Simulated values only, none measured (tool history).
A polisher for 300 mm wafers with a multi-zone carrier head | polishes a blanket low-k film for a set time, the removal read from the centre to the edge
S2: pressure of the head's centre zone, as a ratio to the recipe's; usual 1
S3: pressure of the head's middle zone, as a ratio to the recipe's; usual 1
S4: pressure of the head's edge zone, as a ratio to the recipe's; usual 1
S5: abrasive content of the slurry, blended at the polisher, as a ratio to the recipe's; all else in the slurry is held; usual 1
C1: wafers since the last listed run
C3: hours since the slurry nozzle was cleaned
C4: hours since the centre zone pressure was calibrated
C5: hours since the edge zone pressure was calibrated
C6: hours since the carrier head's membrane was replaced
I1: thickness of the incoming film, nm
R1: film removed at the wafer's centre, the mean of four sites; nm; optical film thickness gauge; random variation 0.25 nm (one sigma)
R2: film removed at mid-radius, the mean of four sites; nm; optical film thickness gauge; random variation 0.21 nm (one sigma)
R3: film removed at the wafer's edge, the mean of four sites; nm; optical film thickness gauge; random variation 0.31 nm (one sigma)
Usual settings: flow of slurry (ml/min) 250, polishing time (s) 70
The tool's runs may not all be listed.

{"run": 1, "hour": 0.0, "flow of slurry (ml/min)": 250, "S2": 1, "S3": 1, "S4": 1, "S5": 1, "polishing time (s)": 70, "C1": 0, "wafers polished on this pad": 1352, "C3": 162, "C4": 1061.4, "C5": 293, "C6": 1293.7, "I1": 486.8, "R1": 33.6, "R2": 31.9, "R3": 32.3}
{"run": 2, "hour": 44.6, "flow of slurry (ml/min)": 250, "S2": 1, "S3": 1, "S4": 1, "S5": 1, "polishing time (s)": 70, "C1": 222, "wafers polished on this pad": 1575, "C3": 206.6, "C4": 1106, "C5": 337.6, "C6": 1338.3, "I1": 487.9, "R1": 33.1, "R2": 31.8, "R3": 31.8}
{"run": 3, "hour": 70.6, "flow of slurry (ml/min)": 250, "S2": 1.03, "S3": 1, "S4": 0.91, "S5": 1, "polishing time (s)": 70, "C1": 129, "wafers polished on this pad": 1704, "C3": 232.6, "C4": 1132, "C5": 363.6, "C6": 1364.3, "I1": 487.2, "R1": 34, "R2": 31.8, "R3": 31}
{"run": 4, "hour": 131.1, "flow of slurry (ml/min)": 250, "S2": 1.03, "S3": 1, "S4": 0.91, "S5": 1, "polishing time (s)": 70, "C1": 301, "wafers polished on this pad": 2006, "C3": 293.1, "C4": 1192.5, "C5": 424.1, "C6": 1424.8, "I1": 489.7, "R1": 33.6, "R2": 31.2, "R3": 30.4}
{"hour": 145.1, "done": "worn pad replaced by a new one"}
{"run": 5, "hour": 181.5, "flow of slurry (ml/min)": 250, "S2": 1, "S3": 1, "S4": 1, "S5": 1.1, "polishing time (s)": 70, "C1": 231, "wafers polished on this pad": 181, "C3": 343.5, "C4": 1242.9, "C5": 474.5, "C6": 1475.2, "I1": 485.7, "R1": 33.2, "R2": 31.8, "R3": 32.6}
{"run": 6, "hour": 252.0, "flow of slurry (ml/min)": 250, "S2": 1, "S3": 1, "S4": 1.09, "S5": 1, "polishing time (s)": 94, "C1": 351, "wafers polished on this pad": 532, "C3": 414, "C4": 1313.4, "C5": 545, "C6": 1545.7, "I1": 494.1, "R1": 42.7, "R2": 41.8, "R3": 45.2}
{"hour": 272.2, "done": "centre zone pressure recalibrated"}
{"hour": 310.7, "done": "carrier head's membrane replaced by a new one"}
{"hour": 471.1, "done": "worn pad replaced by a new one"}
{"run": 7, "hour": 471.6, "flow of slurry (ml/min)": 250, "S2": 1, "S3": 1, "S4": 1, "S5": 1, "polishing time (s)": 70, "C1": 1039, "wafers polished on this pad": 2, "C3": 633.6, "C4": 199.4, "C5": 764.6, "C6": 160.9, "I1": 489.6, "R1": 30.6, "R2": 30.6, "R3": 31.8}
{"hour": 489.2, "done": "slurry nozzle cleaned"}
{"run": 8, "hour": 504.4, "flow of slurry (ml/min)": 250, "S2": 1, "S3": 1, "S4": 1.1, "S5": 1.25, "polishing time (s)": 70, "C1": 158, "wafers polished on this pad": 160, "C3": 15.2, "C4": 232.2, "C5": 797.4, "C6": 193.7, "I1": 482.6, "R1": 35.4, "R2": 35, "R3": 37.2}
{"run": 9, "hour": 550.5, "flow of slurry (ml/min)": 250, "S2": 1, "S3": 1, "S4": 0.96, "S5": 1.15, "polishing time (s)": 60, "C1": 229, "wafers polished on this pad": 390, "C3": 61.3, "C4": 278.3, "C5": 843.5, "C6": 239.8, "I1": 492.4, "R1": 29.9, "R2": 29.4, "R3": 28.5}
{"run": 10, "hour": 597.8, "flow of slurry (ml/min)": 250, "S2": 1.05, "S3": 1, "S4": 1, "S5": 1, "polishing time (s)": 70, "C1": 235, "wafers polished on this pad": 626, "C3": 108.6, "C4": 325.6, "C5": 890.8, "C6": 287.1, "I1": 484.5, "R1": 34.6, "R2": 32.5, "R3": 32.7}
{"hour": 694.4, "done": "edge zone pressure recalibrated"}
{"run": 11, "hour": 703.7, "flow of slurry (ml/min)": 250, "S2": 0.91, "S3": 0.89, "S4": 1, "S5": 1.25, "polishing time (s)": 70, "C1": 517, "wafers polished on this pad": 1144, "C3": 214.5, "C4": 431.5, "C5": 9.3, "C6": 393, "I1": 491.4, "R1": 30.9, "R2": 30.6, "R3": 34.7}
{"run": 12, "hour": 768.8, "flow of slurry (ml/min)": 250, "S2": 1, "S3": 1, "S4": 1, "S5": 1, "polishing time (s)": 70, "C1": 324, "wafers polished on this pad": 1468, "C3": 279.6, "C4": 496.6, "C5": 74.4, "C6": 458.1, "I1": 488.5, "R1": 32, "R2": 31.9, "R3": 32.5}
{"run": 13, "hour": 828.0, "flow of slurry (ml/min)": 330, "S2": 1, "S3": 1, "S4": 1, "S5": 1, "polishing time (s)": 70, "C1": 295, "wafers polished on this pad": 1763, "C3": 338.8, "C4": 555.8, "C5": 133.6, "C6": 517.3, "I1": 489, "R1": 33.3, "R2": 33.1, "R3": 33.1}
{"hour": 890.1, "done": "worn pad replaced by a new one"}
{"run": 14, "hour": 896.4, "flow of slurry (ml/min)": 250, "S2": 1, "S3": 1, "S4": 1, "S5": 1, "polishing time (s)": 70, "C1": 320, "wafers polished on this pad": 31, "C3": 407.2, "C4": 624.2, "C5": 202, "C6": 585.7, "I1": 489.5, "R1": 31.7, "R2": 31.5, "R3": 32.2}
{"run": 15, "hour": 958.6, "flow of slurry (ml/min)": 250, "S2": 1, "S3": 1, "S4": 1, "S5": 1, "polishing time (s)": 70, "C1": 310, "wafers polished on this pad": 341, "C3": 469.4, "C4": 686.4, "C5": 264.2, "C6": 647.9, "I1": 488.5, "R1": 31.4, "R2": 31, "R3": 31.8}
{"run": 16, "hour": 1003.1, "flow of slurry (ml/min)": 250, "S2": 1, "S3": 1, "S4": 1, "S5": 1, "polishing time (s)": 70, "C1": 221, "wafers polished on this pad": 563, "C3": 513.9, "C4": 730.9, "C5": 308.7, "C6": 692.4, "I1": 483.4, "R1": 31.6, "R2": 31.1, "R3": 31.4}
{"run": 17, "hour": 1038.4, "flow of slurry (ml/min)": 250, "S2": 1, "S3": 1, "S4": 1.11, "S5": 1.3, "polishing time (s)": 93, "C1": 175, "wafers polished on this pad": 739, "C3": 549.2, "C4": 766.2, "C5": 344, "C6": 727.7, "I1": 486.6, "R1": 45.1, "R2": 43.7, "R3": 47}
{"run": 18, "hour": 1098.9, "flow of slurry (ml/min)": 195, "S2": 1, "S3": 0.95, "S4": 1, "S5": 1, "polishing time (s)": 81, "C1": 301, "wafers polished on this pad": 1040, "C3": 609.7, "C4": 826.7, "C5": 404.5, "C6": 788.2, "I1": 491.1, "R1": 34, "R2": 32.1, "R3": 35.2}
{"run": 19, "hour": 1135.5, "flow of slurry (ml/min)": 250, "S2": 0.93, "S3": 1, "S4": 0.96, "S5": 1.1, "polishing time (s)": 87, "C1": 182, "wafers polished on this pad": 1223, "C3": 646.3, "C4": 863.3, "C5": 441.1, "C6": 824.8, "I1": 495, "R1": 37.2, "R2": 39.5, "R3": 39.3}
{"run": 20, "hour": 1165.6, "flow of slurry (ml/min)": 250, "S2": 1.11, "S3": 0.95, "S4": 1, "S5": 1, "polishing time (s)": 70, "C1": 150, "wafers polished on this pad": 1373, "C3": 676.4, "C4": 893.4, "C5": 471.2, "C6": 854.9, "I1": 491.3, "R1": 35.1, "R2": 29.2, "R3": 31.4}
{"run": 21, "hour": 1198.6, "flow of slurry (ml/min)": 170, "S2": 1.11, "S3": 1.05, "S4": 1, "S5": 1, "polishing time (s)": 61, "C1": 164, "wafers polished on this pad": 1537, "C3": 709.4, "C4": 926.4, "C5": 504.2, "C6": 887.9, "I1": 494, "R1": 27.4, "R2": 25.3, "R3": 25.4}
{"hour": 1223.9, "done": "worn pad replaced by a new one"}
{"run": 22, "hour": 1224.9, "flow of slurry (ml/min)": 250, "S2": 1, "S3": 0.93, "S4": 1, "S5": 1, "polishing time (s)": 70, "C1": 111, "wafers polished on this pad": 5, "C3": 735.7, "C4": 952.7, "C5": 530.5, "C6": 914.2, "I1": 486.1, "R1": 31.7, "R2": 28.9, "R3": 32.2}
{"run": 23, "hour": 1264.1, "flow of slurry (ml/min)": 250, "S2": 1, "S3": 1, "S4": 1, "S5": 1, "polishing time (s)": 70, "C1": 195, "wafers polished on this pad": 200, "C3": 774.9, "C4": 991.9, "C5": 569.7, "C6": 953.4, "I1": 491.7, "R1": 31.6, "R2": 31.1, "R3": 31.2}

How the hidden state differs across the entries between the runs, from the last listed run before each to the first after it:
Between runs 4 and 5: worn pad replaced by a new one (hour 145.1)
  slurry flow missing at the pad, %: 31.5 -> 33.8; deviation of the centre zone's pressure from its setpoint, %: 4.36 -> 4.4
  measured less the result without the state, R1: -0.7 -> -0.9 nm; R2: -1.8 -> -2 nm; R3: -1.3 -> -1.5 nm
Between runs 6 and 7: centre zone pressure recalibrated (hour 272.2); carrier head's membrane replaced by a new one (hour 310.7); worn pad replaced by a new one (hour 471.1)
  slurry flow missing at the pad, %: 36.3 -> 40.8; deviation of the centre zone's pressure from its setpoint, %: 4.44 -> 0.799
  measured less the result without the state, R1: -1.5 -> -2.8 nm; R2: -3 -> -2.7 nm; R3: -2.4 -> -2 nm
Between runs 7 and 8: slurry nozzle cleaned (hour 489.2)
  slurry flow missing at the pad, %: 40.8 -> 3.8; deviation of the centre zone's pressure from its setpoint, %: 0.799 -> 0.986
  measured less the result without the state, R1: -2.8 -> +0.2 nm; R2: -2.7 -> -0.1 nm; R3: -2 -> -0.1 nm
Between runs 10 and 11: edge zone pressure recalibrated (hour 694.4)
  slurry flow missing at the pad, %: 15.5 -> 24.4; deviation of the centre zone's pressure from its setpoint, %: 1.45 -> 1.89
  measured less the result without the state, R1: -0.3 -> -0.8 nm; R2: -0.7 -> -1.3 nm; R3: -0.5 -> -1 nm
Between runs 13 and 14: worn pad replaced by a new one (hour 890.1)
  slurry flow missing at the pad, %: 31.1 -> 33.6; deviation of the centre zone's pressure from its setpoint, %: 2.29 -> 2.47
  measured less the result without the state, R1: -0.8 -> -1.5 nm; R2: -1.4 -> -2 nm; R3: -1.1 -> -1.5 nm
Between runs 21 and 22: worn pad replaced by a new one (hour 1223.9)
  slurry flow missing at the pad, %: 39.1 -> 39.4; deviation of the centre zone's pressure from its setpoint, %: 3.03 -> 3.07
  measured less the result without the state, R1: -3 -> -1.9 nm; R2: -3.2 -> -2.4 nm; R3: -2.1 -> -2 nm
